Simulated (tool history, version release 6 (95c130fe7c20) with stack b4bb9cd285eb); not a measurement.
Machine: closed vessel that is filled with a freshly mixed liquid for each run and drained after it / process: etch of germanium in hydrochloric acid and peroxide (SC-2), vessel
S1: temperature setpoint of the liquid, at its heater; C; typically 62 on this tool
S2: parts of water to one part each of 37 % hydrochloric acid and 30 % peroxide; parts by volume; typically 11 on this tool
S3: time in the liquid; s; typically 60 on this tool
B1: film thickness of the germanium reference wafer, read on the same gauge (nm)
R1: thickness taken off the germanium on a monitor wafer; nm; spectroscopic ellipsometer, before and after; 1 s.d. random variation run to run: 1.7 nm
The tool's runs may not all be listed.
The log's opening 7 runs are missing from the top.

Run 8, day 33.104: usual settings but S3 50 s; B1 149.63. Result: R1 190.5 nm.
At day 36.362: new drum of peroxide connected.
Run 9, day 36.717: usual settings but S3 50 s; B1 149.72. Result: R1 191.38 nm.
At day 37.425: thermometer replaced.
Run 10, day 40.608: usual settings but S3 50 s; B1 150.01. Result: R1 188.21 nm.
Run 11, day 43.625: usual settings but S3 45 s; B1 150.13. Result: R1 173.88 nm.
Run 12, day 45.158: usual settings but S3 45 s; B1 150.33. Result: R1 170.12 nm.
Run 13, day 47.992: usual settings but S3 45 s; B1 150.52. Result: R1 169.39 nm.
Run 14, day 55.071: usual settings; B1 151.28. Result: R1 232.9 nm.
Run 15, day 56.638: usual settings but S1 58.5 C, S2 7.5 parts by volume, S3 90 s; B1 151.5. Result: R1 324.25 nm.
Run 16, day 58.817: usual settings; B1 151.73. Result: R1 230.67 nm.
Run 17, day 62.804: usual settings; B1 152.25. Result: R1 231.81 nm.
Run 18, day 65.4: usual settings but S2 14.5 parts by volume, S3 85 s; B1 152.65. Result: R1 312.22 nm.
Run 19, day 67.762: usual settings but S1 66.5 C; B1 153.01. Result: R1 266.97 nm.
Run 20, day 69.654: usual settings; B1 153.31. Result: R1 229.14 nm.
Run 21, day 73.604: usual settings; B1 154.05. Result: R1 233.75 nm.
At day 77.562: new drum of peroxide connected.
Run 22, day 77.617: usual settings; B1 154.75. Result: R1 234.74 nm.
Run 23, day 79.896: usual settings but S1 70 C, S2 16 parts by volume, S3 90 s; B1 155.26. Result: R1 414.78 nm.
Run 24, day 81.875: usual settings but S1 68 C, S2 13 parts by volume, S3 40 s; B1 155.64. Result: R1 186.13 nm.
At day 83.746: gauge calibrated.
Run 25, day 85.625: usual settings but S3 85 s; B1 148.78. Result: R1 316.27 nm.
Run 26, day 89.396: usual settings; B1 148.82. Result: R1 227.82 nm.
Run 27, day 91.821: usual settings but S1 65 C, S2 9.5 parts by volume; B1 148.87. Result: R1 252.55 nm.

For run 28, what comes out?
Run 28, day 96.171: usual settings but S1 55.5 C, S2 14.5 parts by volume, S3 30 s; B1 ?. Result: R1 ?.

{"run 28": {"B1": 149.04, "R1": 90.24}}
Without the tool's hidden state the same run would have given R1 90.81 nm.

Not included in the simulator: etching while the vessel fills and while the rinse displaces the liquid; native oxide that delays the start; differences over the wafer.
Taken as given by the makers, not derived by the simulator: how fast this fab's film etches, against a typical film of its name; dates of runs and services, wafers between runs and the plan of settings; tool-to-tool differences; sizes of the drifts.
